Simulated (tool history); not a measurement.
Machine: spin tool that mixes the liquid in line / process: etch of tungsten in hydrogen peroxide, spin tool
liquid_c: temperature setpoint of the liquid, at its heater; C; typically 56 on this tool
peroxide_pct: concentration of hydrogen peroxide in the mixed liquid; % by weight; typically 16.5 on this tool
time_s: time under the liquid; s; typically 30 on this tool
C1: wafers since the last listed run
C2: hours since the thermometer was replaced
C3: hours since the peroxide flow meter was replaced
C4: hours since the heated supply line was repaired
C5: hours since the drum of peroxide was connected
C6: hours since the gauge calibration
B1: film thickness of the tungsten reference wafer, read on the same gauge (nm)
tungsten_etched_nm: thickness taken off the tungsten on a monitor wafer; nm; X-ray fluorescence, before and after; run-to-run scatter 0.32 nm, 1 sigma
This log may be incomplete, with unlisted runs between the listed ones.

Run 1, hour 0: usual settings; C1 0; C2 330.3; C3 0.5; C4 1399.8; C5 449.1; C6 1803.7; B1 139.98. Result: tungsten_etched_nm 35.26 nm.
Run 2, hour 70.5: usual settings; C1 991; C2 400.8; C3 71; C4 1470.3; C5 519.6; C6 1874.2; B1 140. Result: tungsten_etched_nm 35.7 nm.
At hour 84.7: gauge calibrated.
Run 3, hour 96.9: usual settings; C1 371; C2 427.2; C3 97.4; C4 1496.7; C5 546; C6 12.2; B1 140.01. Result: tungsten_etched_nm 35.16 nm.
Run 4, hour 139.7: usual settings but liquid_c 50.5 C, peroxide_pct 18.5 % by weight, time_s 20 s; C1 601; C2 470; C3 140.2; C4 1539.5; C5 588.8; C6 55; B1 140.02. Result: tungsten_etched_nm 18 nm.
At hour 154.9: new drum of peroxide connected.
Run 5, hour 166.3: usual settings but liquid_c 60.5 C, peroxide_pct 12.5 % by weight; C1 359; C2 496.6; C3 166.8; C4 1566.1; C5 11.4; C6 81.6; B1 139.99. Result: tungsten_etched_nm 39.86 nm.
Run 6, hour 236.4: usual settings but liquid_c 46.5 C, peroxide_pct 13 % by weight; C1 985; C2 566.7; C3 236.9; C4 1636.2; C5 81.5; C6 151.7; B1 140.03. Result: tungsten_etched_nm 17.61 nm.
Run 7, hour 293.1: usual settings but liquid_c 51 C, peroxide_pct 19 % by weight, time_s 50 s; C1 797; C2 623.4; C3 293.6; C4 1692.9; C5 138.2; C6 208.4; B1 140.01. Result: tungsten_etched_nm 46.87 nm.
Run 8, hour 328.8: usual settings; C1 501; C2 659.1; C3 329.3; C4 1728.6; C5 173.9; C6 244.1; B1 140.01. Result: tungsten_etched_nm 35.8 nm.
Run 9, hour 425.8: usual settings but time_s 25 s; C1 1363; C2 756.1; C3 426.3; C4 1825.6; C5 270.9; C6 341.1; B1 139.98. Result: tungsten_etched_nm 29.39 nm.
At hour 437.5: heated supply line repaired.
Run 10, hour 493.8: usual settings but peroxide_pct 20 % by weight; C1 942; C2 824.1; C3 494.3; C4 56.3; C5 338.9; C6 409.1; B1 140. Result: tungsten_etched_nm 38.74 nm.
Run 11, hour 535.7: usual settings but liquid_c 59 C; C1 589; C2 866; C3 536.2; C4 98.2; C5 380.8; C6 451; B1 140.02. Result: tungsten_etched_nm 41.73 nm.
Run 12, hour 606.8: usual settings but liquid_c 46.5 C, peroxide_pct 19.5 % by weight; C1 999; C2 937.1; C3 607.3; C4 169.3; C5 451.9; C6 522.1; B1 140.01. Result: tungsten_etched_nm 21.21 nm.
Run 13, hour 662.7: usual settings but liquid_c 50 C, peroxide_pct 18 % by weight, time_s 15 s; C1 785; C2 993; C3 663.2; C4 225.2; C5 507.8; C6 578; B1 139.98. Result: tungsten_etched_nm 12.74 nm.
At hour 697.4: new drum of peroxide connected.
Run 14, hour 725.4: usual settings but liquid_c 50.5 C, peroxide_pct 13 % by weight, time_s 20 s; C1 867; C2 1055.7; C3 725.9; C4 287.9; C5 28; C6 640.7; B1 139.99. Result: tungsten_etched_nm 15.02 nm.
Run 15, hour 769: usual settings but liquid_c 51 C, peroxide_pct 20 % by weight; C1 613; C2 1099.3; C3 769.5; C4 331.5; C5 71.6; C6 684.3; B1 139.99. Result: tungsten_etched_nm 28.21 nm.
Run 16, hour 810.6: usual settings but liquid_c 60.5 C, peroxide_pct 12.5 % by weight; C1 584; C2 1140.9; C3 811.1; C4 373.1; C5 113.2; C6 725.9; B1 140. Result: tungsten_etched_nm 38.69 nm.
Run 17, hour 853.9: usual settings but liquid_c 53.5 C, peroxide_pct 13.5 % by weight, time_s 15 s; C1 608; C2 1184.2; C3 854.4; C4 416.4; C5 156.5; C6 769.2; B1 140. Result: tungsten_etched_nm 13.52 nm.
Run 18, hour 904.9: usual settings but time_s 45 s; C1 717; C2 1235.2; C3 905.4; C4 467.4; C5 207.5; C6 820.2; B1 139.99. Result: tungsten_etched_nm 51.23 nm.
At hour 953.4: peroxide flow meter replaced.
Run 19, hour 971.3: usual settings but liquid_c 51 C, peroxide_pct 14.5 % by weight; C1 919; C2 1301.6; C3 17.9; C4 533.8; C5 273.9; C6 886.6; B1 140. Result: tungsten_etched_nm 23.89 nm.
Run 20, hour 1009.7: usual settings but liquid_c 49 C, peroxide_pct 19.5 % by weight; C1 539; C2 1340; C3 56.3; C4 572.2; C5 312.3; C6 925; B1 139.97. Result: tungsten_etched_nm 24.17 nm.
Run 21, hour 1055: usual settings but liquid_c 51 C, peroxide_pct 20 % by weight, time_s 15 s; C1 636; C2 1385.3; C3 101.6; C4 617.5; C5 357.6; C6 970.3; B1 140. Result: tungsten_etched_nm 14.13 nm.
Run 22, hour 1117.2: usual settings but time_s 40 s; C1 874; C2 1447.5; C3 163.8; C4 679.7; C5 419.8; C6 1032.5; B1 140.01. Result: tungsten_etched_nm 45.32 nm.
Run 23, hour 1150.6: usual settings; C1 469; C2 1480.9; C3 197.2; C4 713.1; C5 453.2; C6 1065.9; B1 139.98. Result: tungsten_etched_nm 33.89 nm.
At hour 1182.4: new drum of peroxide connected.
Run 24, hour 1220: usual settings; C1 961; C2 1550.3; C3 266.6; C4 782.5; C5 37.6; C6 1135.3; B1 140. Result: tungsten_etched_nm 34.67 nm.
Run 25, hour 1291.8: usual settings but liquid_c 59 C, peroxide_pct 20.5 % by weight, time_s 45 s; C1 1009; C2 1622.1; C3 338.4; C4 854.3; C5 109.4; C6 1207.1; B1 140. Result: tungsten_etched_nm 67.7 nm.
At hour 1344.9: thermometer replaced.
Run 26, hour 1397.7: usual settings but liquid_c 61 C, peroxide_pct 20.5 % by weight, time_s 15 s; C1 1474; C2 52.8; C3 444.3; C4 960.2; C5 215.3; C6 1313; B1 140.01. Result: tungsten_etched_nm 26.71 nm.

Each row is a separate what-if for the run after 26, all from the same tool condition, not one after another. Results?
Run A, hour 1398.1: usual settings but peroxide_pct 21 % by weight; C1 5; C2 53.2; C3 444.7; C4 960.6; C5 215.7; C6 1313.4; B1 ?. Result: tungsten_etched_nm ?.
Run B, hour 1398.1: usual settings but liquid_c 53 C; C1 5; C2 53.2; C3 444.7; C4 960.6; C5 215.7; C6 1313.4; B1 ?. Result: tungsten_etched_nm ?.
Run C, hour 1398.1: usual settings but liquid_c 60 C, time_s 50 s; C1 5; C2 53.2; C3 444.7; C4 960.6; C5 215.7; C6 1313.4; B1 ?. Result: tungsten_etched_nm ?.
Run D, hour 1398.1: usual settings but liquid_c 49 C, peroxide_pct 18.5 % by weight; C1 5; C2 53.2; C3 444.7; C4 960.6; C5 215.7; C6 1313.4; B1 ?. Result: tungsten_etched_nm ?.

run      B1  tungsten_etched_nm
  A  140.01               41.02
  B  140.01               30.42
  C  140.01                76.5
  D  140.01               25.25
Had the tool no hidden state, the same runs would have come out as:
run  tungsten_etched_nm
  A               41.38
  B               30.69
  C               77.17
  D               25.49

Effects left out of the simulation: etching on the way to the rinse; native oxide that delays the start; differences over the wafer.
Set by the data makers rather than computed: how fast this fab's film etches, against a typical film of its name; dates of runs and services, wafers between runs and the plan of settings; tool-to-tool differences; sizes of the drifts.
